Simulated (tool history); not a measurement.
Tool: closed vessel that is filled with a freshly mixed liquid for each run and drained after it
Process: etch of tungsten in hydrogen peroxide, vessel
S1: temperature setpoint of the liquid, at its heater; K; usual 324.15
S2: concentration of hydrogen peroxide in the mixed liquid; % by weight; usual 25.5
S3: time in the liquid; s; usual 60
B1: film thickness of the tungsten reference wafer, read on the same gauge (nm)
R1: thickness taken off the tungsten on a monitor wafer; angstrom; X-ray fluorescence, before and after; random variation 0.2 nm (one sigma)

| run | day | S1 | S2 | S3 | B1 | R1 |
|---|---|---|---|---|---|---|
| 1 | 0 | 332.15 | 25.5 | 60 | 59.98 | 1001.6 |
|  | 1.925 | new drum of peroxide connected |
| 2 | 1.983 | 332.15 | 25.5 | 60 | 59.99 | 995.1 |
| 3 | 3.054 | 324.15 | 25.5 | 60 | 60.02 | 618.7 |
| 4 | 4.796 | 324.15 | 25.5 | 60 | 59.97 | 619 |
| 5 | 6.654 | 324.15 | 25.5 | 60 | 60.04 | 618.1 |
| 6 | 10.821 | 324.15 | 25.5 | 60 | 60.01 | 619.7 |
| 7 | 12.542 | 329.65 | 25.5 | 60 | 59.99 | 861.7 |
| 8 | 13.758 | 329.65 | 25.5 | 60 | 60.02 | 855.1 |
| 9 | 15.021 | 329.65 | 25.5 | 60 | 59.99 | 857.6 |
|  | 17.062 | peroxide flow meter replaced |
| 10 | 17.858 | 324.15 | 20 | 60 | 60.05 | 546.6 |
| 11 | 18.988 | 324.15 | 20 | 60 | 59.96 | 544.7 |
| 12 | 20.796 | 324.15 | 20 | 60 | 59.99 | 544.6 |
|  | 21.683 | thermometer replaced |
| 13 | 23.121 | 324.15 | 25.5 | 60 | 60.02 | 642.5 |
| 14 | 25.821 | 324.15 | 25.5 | 90 | 59.98 | 960.4 |
|  | 27.808 | new drum of peroxide connected |
| 15 | 28.392 | 324.15 | 25.5 | 60 | 60 | 643.3 |
| 16 | 31.054 | 314.65 | 25.5 | 35 | 60.01 | 205.8 |
| 17 | 32.158 | 316.65 | 29 | 35 | 59.95 | 249.4 |
|  | 33.292 | gauge calibrated |
| 18 | 34.779 | 320.65 | 23.5 | 45 | 59.99 | 372.3 |
| 19 | 37.583 | 333.65 | 21.5 | 60 | 60.02 | 1030.9 |
| 20 | 40.342 | 317.65 | 30 | 85 | 60.03 | 656.1 |
| 21 | 43.038 | 324.15 | 25.5 | 60 | 60.02 | 638.6 |
| 22 | 45.108 | 324.15 | 29.5 | 30 | 60.01 | 343.7 |
| 23 | 47.329 | 324.15 | 30 | 60 | 59.97 | 687.8 |
| 24 | 48.471 | 324.15 | 25.5 | 60 | 60 | 636.8 |
| 25 | 52.146 | 330.15 | 29.5 | 40 | 60 | 651 |
| 26 | 53.221 | 314.15 | 25.5 | 60 | 60.01 | 340.1 |

Some steps in R1 between neighbouring runs. How much of each would the tool show without its hidden state too (settings, what came in, random variation), and how much is left for the hidden state, with any gauge scatter that isn't in both results?
The hidden state here: liquid colder than its thermometer reads (K); peroxide flow above the setpoint (%); peroxide weaker than its label (%); gauge reads high (%).
Run 2 -> 3: S1 332.15 -> 324.15. R1 -376.4 angstrom: hidden state +12.4, all else -388.8.
Run 12 -> 13: S2 20 -> 25.5, thermometer replaced. R1 +97.9 angstrom: hidden state +24.3, all else +73.6.
Run 15 -> 16: S1 324.15 -> 314.65, S3 60 -> 35. R1 -437.5 angstrom: hidden state +1.6, all else -439.1.
Run 18 -> 19: S1 320.65 -> 333.65, S2 23.5 -> 21.5, S3 45 -> 60. R1 +658.6 angstrom: hidden state -5.1, all else +663.7.
